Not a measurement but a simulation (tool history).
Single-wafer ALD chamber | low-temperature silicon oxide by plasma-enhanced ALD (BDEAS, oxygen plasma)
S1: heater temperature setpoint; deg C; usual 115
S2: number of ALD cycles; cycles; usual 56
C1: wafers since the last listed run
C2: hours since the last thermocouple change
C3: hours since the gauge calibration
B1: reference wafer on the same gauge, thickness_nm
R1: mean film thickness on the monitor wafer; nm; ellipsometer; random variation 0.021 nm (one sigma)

| run | day | S1 | S2 | C1 | C2 | C3 | B1 | R1 |
|---|---|---|---|---|---|---|---|---|
| 1 | 0 | 115 | 56 | 0 | 1111.7 | 116 | 9.614 | 8.232 |
| 2 | 0.658 | 115 | 56 | 101 | 1127.5 | 131.8 | 9.622 | 8.209 |
| 3 | 1.158 | 111 | 56 | 76 | 1139.5 | 143.8 | 9.623 | 8.284 |
| 4 | 1.6 | 111 | 56 | 67 | 1150.1 | 154.4 | 9.619 | 8.271 |
| 5 | 2.021 | 115 | 56 | 64 | 1160.2 | 164.5 | 9.616 | 8.223 |
| 6 | 2.671 | 115 | 56 | 99 | 1175.8 | 180.1 | 9.623 | 8.184 |
| 7 | 4.85 | 115 | 56 | 334 | 1228.1 | 232.4 | 9.622 | 8.229 |
| 8 | 5.571 | 115 | 56 | 110 | 1245.4 | 249.7 | 9.622 | 8.219 |
| 9 | 6.042 | 106 | 50 | 72 | 1256.7 | 261 | 9.618 | 7.452 |
| 10 | 6.492 | 106 | 50 | 69 | 1267.5 | 271.8 | 9.623 | 7.464 |
| 11 | 7.075 | 106 | 50 | 89 | 1281.5 | 285.8 | 9.623 | 7.449 |
| 12 | 7.642 | 110 | 56 | 86 | 1295.1 | 299.4 | 9.62 | 8.283 |
| 13 | 7.971 | 110 | 56 | 50 | 1303 | 307.3 | 9.611 | 8.331 |
| 14 | 8.371 | 115 | 65 | 61 | 1312.6 | 316.9 | 9.622 | 9.484 |
| 15 | 9.042 | 119 | 56 | 102 | 1328.7 | 333 | 9.619 | 8.144 |
|  | 9.675 | thermocouple changed; heater temperature recalibrated |
| 16 | 9.792 | 130 | 63 | 63 | 2.8 | 351 | 9.619 | 9.033 |
| 17 | 10.317 | 115 | 56 | 80 | 15.4 | 363.6 | 9.625 | 8.204 |
| 18 | 10.917 | 115 | 56 | 92 | 29.8 | 378 | 9.615 | 8.216 |
|  | 11.029 | gauge calibrated |
| 19 | 11.283 | 115 | 56 | 56 | 38.6 | 6.1 | 9.62 | 8.219 |
| 20 | 11.621 | 124 | 65 | 51 | 46.7 | 14.2 | 9.619 | 9.409 |
| 21 | 12.358 | 125 | 59 | 113 | 64.4 | 31.9 | 9.628 | 8.533 |
| 22 | 12.679 | 115 | 51 | 49 | 72.1 | 39.6 | 9.623 | 7.499 |
| 23 | 12.992 | 108 | 67 | 47 | 79.6 | 47.1 | 9.621 | 9.951 |
| 24 | 13.479 | 115 | 49 | 74 | 91.3 | 58.8 | 9.621 | 7.165 |
| 25 | 13.746 | 126 | 56 | 40 | 97.7 | 65.2 | 9.628 | 8.012 |
| 26 | 14.188 | 115 | 60 | 67 | 108.3 | 75.8 | 9.625 | 8.791 |
| 27 | 15.179 | 128 | 59 | 152 | 132.1 | 99.6 | 9.617 | 8.429 |
| 28 | 15.721 | 128 | 47 | 83 | 145.1 | 112.6 | 9.62 | 6.735 |

Forecast each of these 4 alternatives for the next run:
| A | 15.742 | 125 | 56 | 3 | 145.6 | 113.1 | ? | ? |
| B | 15.742 | 106 | 47 | 3 | 145.6 | 113.1 | ? | ? |
| C | 15.742 | 127 | 52 | 3 | 145.6 | 113.1 | ? | ? |
| D | 15.742 | 110 | 49 | 3 | 145.6 | 113.1 | ? | ? |

| run | B1 | R1 |
|---|---|---|
| A | 9.621 | 8.07 |
| B | 9.621 | 6.999 |
| C | 9.621 | 7.467 |
| D | 9.621 | 7.247 |
Without the tool's hidden state the same runs would have given:
| run | R1 |
|---|---|
| A | 8.07 |
| B | 6.999 |
| C | 7.467 |
| D | 7.247 |

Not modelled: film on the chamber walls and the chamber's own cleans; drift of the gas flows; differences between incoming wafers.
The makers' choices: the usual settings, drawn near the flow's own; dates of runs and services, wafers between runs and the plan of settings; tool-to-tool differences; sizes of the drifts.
